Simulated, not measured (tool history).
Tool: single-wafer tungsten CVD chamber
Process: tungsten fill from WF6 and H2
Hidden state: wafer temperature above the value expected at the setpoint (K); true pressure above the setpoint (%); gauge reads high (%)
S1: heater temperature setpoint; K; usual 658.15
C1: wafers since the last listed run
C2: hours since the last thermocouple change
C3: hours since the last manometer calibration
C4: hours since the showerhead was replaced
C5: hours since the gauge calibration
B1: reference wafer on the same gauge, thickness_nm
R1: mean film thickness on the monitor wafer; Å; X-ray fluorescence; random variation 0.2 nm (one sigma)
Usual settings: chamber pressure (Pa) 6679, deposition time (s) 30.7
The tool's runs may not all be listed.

run 1 hour=0 | S1=658.15 chamber_pressure_(Pa)=6679 deposition_time_(s)=30.7 | C1=0 C2=802.1 C3=2197.1 C4=7701.6 C5=217.2 | B1=77.213 | R1=903.1
run 2 hour=29.1 | S1=658.15 chamber_pressure_(Pa)=6679 deposition_time_(s)=30.7 | C1=427 C2=831.2 C3=2226.2 C4=7730.7 C5=246.3 | B1=77.173 | R1=907.91
run 3 hour=59.2 | S1=658.15 chamber_pressure_(Pa)=6679 deposition_time_(s)=28.7 | C1=442 C2=861.3 C3=2256.3 C4=7760.8 C5=276.4 | B1=77.192 | R1=844.34
run 4 hour=95.2 | S1=658.15 chamber_pressure_(Pa)=6679 deposition_time_(s)=30.7 | C1=529 C2=897.3 C3=2292.3 C4=7796.8 C5=312.4 | B1=77.198 | R1=909.71
run 5 hour=116.4 | S1=658.15 chamber_pressure_(Pa)=6679 deposition_time_(s)=30.7 | C1=311 C2=918.5 C3=2313.5 C4=7818 C5=333.6 | B1=77.201 | R1=907.5
run 6 hour=132.7 | S1=658.15 chamber_pressure_(Pa)=6679 deposition_time_(s)=30.7 | C1=239 C2=934.8 C3=2329.8 C4=7834.3 C5=349.9 | B1=77.196 | R1=909.01
run 7 hour=159.6 | S1=658.15 chamber_pressure_(Pa)=6679 deposition_time_(s)=30.7 | C1=395 C2=961.7 C3=2356.7 C4=7861.2 C5=376.8 | B1=77.228 | R1=910.66
run 8 hour=260.4 | S1=658.15 chamber_pressure_(Pa)=6679 deposition_time_(s)=30.7 | C1=1481 C2=1062.5 C3=2457.5 C4=7962 C5=477.6 | B1=77.152 | R1=911.45
run 9 hour=273.8 | S1=658.15 chamber_pressure_(Pa)=5560 deposition_time_(s)=30.7 | C1=196 C2=1075.9 C3=2470.9 C4=7975.4 C5=491 | B1=77.173 | R1=824.44
run 10 hour=306.1 | S1=658.15 chamber_pressure_(Pa)=5560 deposition_time_(s)=30.7 | C1=474 C2=1108.2 C3=2503.2 C4=8007.7 C5=523.3 | B1=77.201 | R1=825.3
run 11 hour=339.5 | S1=664.15 chamber_pressure_(Pa)=6679 deposition_time_(s)=30.7 | C1=490 C2=1141.6 C3=2536.6 C4=8041.1 C5=556.7 | B1=77.182 | R1=1021.63
run 12 hour=359.6 | S1=658.15 chamber_pressure_(Pa)=6679 deposition_time_(s)=30.7 | C1=295 C2=1161.7 C3=2556.7 C4=8061.2 C5=576.8 | B1=77.201 | R1=916.98
-- hour=370.6 gauge calibrated
run 13 hour=389.5 | S1=658.15 chamber_pressure_(Pa)=6679 deposition_time_(s)=30.7 | C1=439 C2=1191.6 C3=2586.6 C4=8091.1 C5=18.9 | B1=77.213 | R1=920.64
run 14 hour=406.6 | S1=658.15 chamber_pressure_(Pa)=6679 deposition_time_(s)=30.7 | C1=251 C2=1208.7 C3=2603.7 C4=8108.2 C5=36 | B1=77.186 | R1=915.4
run 15 hour=438.2 | S1=658.15 chamber_pressure_(Pa)=5600 deposition_time_(s)=26.7 | C1=464 C2=1240.3 C3=2635.3 C4=8139.8 C5=67.6 | B1=77.109 | R1=724.48
-- hour=448.8 capacitance manometer re-zeroed and calibrated
-- hour=449.9 showerhead replaced
run 16 hour=450.4 | S1=658.15 chamber_pressure_(Pa)=6679 deposition_time_(s)=30.7 | C1=45 C2=1252.5 C3=1.6 C4=0.5 C5=79.8 | B1=77.209 | R1=883.01
run 17 hour=483.7 | S1=658.15 chamber_pressure_(Pa)=6679 deposition_time_(s)=30.7 | C1=489 C2=1285.8 C3=34.9 C4=33.8 C5=113.1 | B1=77.181 | R1=880.42
run 18 hour=497.3 | S1=673.15 chamber_pressure_(Pa)=5826 deposition_time_(s)=27.3 | C1=199 C2=1299.4 C3=48.5 C4=47.4 C5=126.7 | B1=77.166 | R1=948.69
run 19 hour=511.7 | S1=658.15 chamber_pressure_(Pa)=5453 deposition_time_(s)=28.7 | C1=211 C2=1313.8 C3=62.9 C4=61.8 C5=141.1 | B1=77.186 | R1=735.58
run 20 hour=528.8 | S1=658.15 chamber_pressure_(Pa)=7706 deposition_time_(s)=35.7 | C1=251 C2=1330.9 C3=80 C4=78.9 C5=158.2 | B1=77.211 | R1=1107.91
run 21 hour=554.1 | S1=658.15 chamber_pressure_(Pa)=6679 deposition_time_(s)=30.7 | C1=371 C2=1356.2 C3=105.3 C4=104.2 C5=183.5 | B1=77.203 | R1=882.66
-- hour=574.8 thermocouple changed; heater temperature recalibrated
run 22 hour=575.3 | S1=658.15 chamber_pressure_(Pa)=6679 deposition_time_(s)=33.9 | C1=193 C2=0.5 C3=126.5 C4=125.4 C5=204.7 | B1=77.129 | R1=951.46
run 23 hour=603.2 | S1=669.15 chamber_pressure_(Pa)=6679 deposition_time_(s)=27.3 | C1=410 C2=28.4 C3=154.4 C4=153.3 C5=232.6 | B1=77.214 | R1=937.72
run 24 hour=637 | S1=649.15 chamber_pressure_(Pa)=5506 deposition_time_(s)=26.9 | C1=496 C2=62.2 C3=188.2 C4=187.1 C5=266.4 | B1=77.245 | R1=573.9
run 25 hour=652.1 | S1=672.15 chamber_pressure_(Pa)=7613 deposition_time_(s)=26.4 | C1=221 C2=77.3 C3=203.3 C4=202.2 C5=281.5 | B1=77.285 | R1=1032.18
run 26 hour=722.4 | S1=670.15 chamber_pressure_(Pa)=6679 deposition_time_(s)=30.7 | C1=1033 C2=147.6 C3=273.6 C4=272.5 C5=351.8 | B1=77.221 | R1=1080.54

5 ways to go on from here, each from the tool as it stands after run 26. What would each give?
run A hour=722.8 | S1=658.15 chamber_pressure_(Pa)=6679 deposition_time_(s)=30.7 | C1=5 C2=148 C3=274 C4=272.9 C5=352.2 | B1=? | R1=?
run B hour=722.8 | S1=671.15 chamber_pressure_(Pa)=5693 deposition_time_(s)=25.2 | C1=5 C2=148 C3=274 C4=272.9 C5=352.2 | B1=? | R1=?
run C hour=722.8 | S1=662.15 chamber_pressure_(Pa)=5680 deposition_time_(s)=34.5 | C1=5 C2=148 C3=274 C4=272.9 C5=352.2 | B1=? | R1=?
run D hour=722.8 | S1=667.15 chamber_pressure_(Pa)=7679 deposition_time_(s)=24.7 | C1=5 C2=148 C3=274 C4=272.9 C5=352.2 | B1=? | R1=?
run E hour=722.8 | S1=658.15 chamber_pressure_(Pa)=7639 deposition_time_(s)=30.7 | C1=5 C2=148 C3=274 C4=272.9 C5=352.2 | B1=? | R1=?

run=A B1=77.182 R1=865.8
run=B B1=77.182 R1=820.53
run=C B1=77.182 R1=956.1
run=D B1=77.182 R1=884.12
run=E B1=77.182 R1=930.38
Without the tool's hidden state the same runs would have given:
run=A R1=860.11
run=B R1=815.3
run=C R1=949.83
run=D R1=878.54
run=E R1=924.33
